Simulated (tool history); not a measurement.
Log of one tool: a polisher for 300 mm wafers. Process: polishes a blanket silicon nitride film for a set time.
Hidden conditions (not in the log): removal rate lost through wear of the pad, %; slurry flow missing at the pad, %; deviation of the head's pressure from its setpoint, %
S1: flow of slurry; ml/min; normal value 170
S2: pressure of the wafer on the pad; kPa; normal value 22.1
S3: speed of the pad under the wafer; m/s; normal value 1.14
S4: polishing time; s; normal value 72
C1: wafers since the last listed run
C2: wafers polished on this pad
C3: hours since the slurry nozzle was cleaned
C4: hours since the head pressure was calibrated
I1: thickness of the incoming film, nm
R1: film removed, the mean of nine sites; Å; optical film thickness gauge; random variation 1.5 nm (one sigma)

{"run": 1, "hour": 0.0, "S1": 155, "S2": 22.1, "S3": 1.14, "S4": 65, "C1": 0, "C2": 2347, "C3": 113.1, "C4": 725.3, "I1": 401.9, "R1": 1199}
{"hour": 47.1, "done": "worn pad replaced by a new one"}
{"run": 2, "hour": 70.6, "S1": 170, "S2": 22.1, "S3": 1.14, "S4": 59, "C1": 684, "C2": 240, "C3": 183.7, "C4": 795.9, "I1": 407.6, "R1": 1168}
{"hour": 87.7, "done": "head pressure recalibrated"}
{"run": 3, "hour": 127.0, "S1": 170, "S2": 22.1, "S3": 1.14, "S4": 59, "C1": 558, "C2": 799, "C3": 240.1, "C4": 39.3, "I1": 392.7, "R1": 1132}
{"run": 4, "hour": 170.2, "S1": 170, "S2": 22.1, "S3": 1.14, "S4": 63, "C1": 443, "C2": 1243, "C3": 283.3, "C4": 82.5, "I1": 404.6, "R1": 1223}
{"hour": 194.0, "done": "slurry nozzle cleaned"}
{"run": 5, "hour": 234.9, "S1": 170, "S2": 22.1, "S3": 1.14, "S4": 72, "C1": 654, "C2": 1897, "C3": 40.9, "C4": 147.2, "I1": 403.4, "R1": 1386}
{"run": 6, "hour": 297.8, "S1": 170, "S2": 17.9, "S3": 1.02, "S4": 72, "C1": 646, "C2": 2543, "C3": 103.8, "C4": 210.1, "I1": 399.3, "R1": 991}
{"hour": 359.7, "done": "worn pad replaced by a new one"}
{"run": 7, "hour": 366.4, "S1": 170, "S2": 17.9, "S3": 1.02, "S4": 72, "C1": 663, "C2": 68, "C3": 172.4, "C4": 278.7, "I1": 395.3, "R1": 937}
{"run": 8, "hour": 390.9, "S1": 170, "S2": 22.1, "S3": 1.14, "S4": 72, "C1": 251, "C2": 320, "C3": 196.9, "C4": 303.2, "I1": 398.6, "R1": 1271}
{"run": 9, "hour": 536.5, "S1": 170, "S2": 22.1, "S3": 1.14, "S4": 72, "C1": 1495, "C2": 1815, "C3": 342.5, "C4": 448.8, "I1": 395.9, "R1": 1245}
{"hour": 550.5, "done": "slurry nozzle cleaned"}
{"run": 10, "hour": 564.0, "S1": 170, "S2": 22.1, "S3": 1.14, "S4": 72, "C1": 272, "C2": 2087, "C3": 13.5, "C4": 476.3, "I1": 406.7, "R1": 1192}
{"hour": 575.2, "done": "worn pad replaced by a new one, repeated, since the last time left the tool worse"}
{"run": 11, "hour": 752.3, "S1": 170, "S2": 22.1, "S3": 1.14, "S4": 83, "C1": 1892, "C2": 1818, "C3": 201.8, "C4": 664.6, "I1": 398.1, "R1": 1567}
{"run": 12, "hour": 800.1, "S1": 210, "S2": 26.9, "S3": 1.14, "S4": 72, "C1": 490, "C2": 2309, "C3": 249.6, "C4": 712.4, "I1": 397.8, "R1": 1722}
{"run": 13, "hour": 844.6, "S1": 210, "S2": 26.9, "S3": 1.14, "S4": 72, "C1": 457, "C2": 2766, "C3": 294.1, "C4": 756.9, "I1": 397.1, "R1": 1696}
{"run": 14, "hour": 896.7, "S1": 170, "S2": 22.1, "S3": 1.14, "S4": 72, "C1": 535, "C2": 3301, "C3": 346.2, "C4": 809.0, "I1": 399.8, "R1": 1323}
{"hour": 902.3, "done": "head pressure recalibrated"}
{"hour": 903.7, "done": "slurry nozzle cleaned"}
{"hour": 908.1, "done": "worn pad replaced by a new one"}
{"run": 15, "hour": 925.2, "S1": 170, "S2": 22.1, "S3": 0.74, "S4": 72, "C1": 220, "C2": 175, "C3": 21.5, "C4": 22.9, "I1": 401.0, "R1": 1008}
{"run": 16, "hour": 972.4, "S1": 170, "S2": 22.1, "S3": 1.14, "S4": 72, "C1": 484, "C2": 660, "C3": 68.7, "C4": 70.1, "I1": 398.5, "R1": 1394}

Run 17, settings as shown, results not yet in. Your forecast:
{"run": 17, "hour": 1014.2, "S1": 170, "S2": 15.9, "S3": 1.14, "S4": 48, "C1": 429, "C2": 1089, "C3": 110.5, "C4": 111.9, "I1": 397.4, "R1": "?"}

R1: 653 Å
With the hidden condition absent and the run-to-run variation left alone, this run would have shown R1 675 Å.
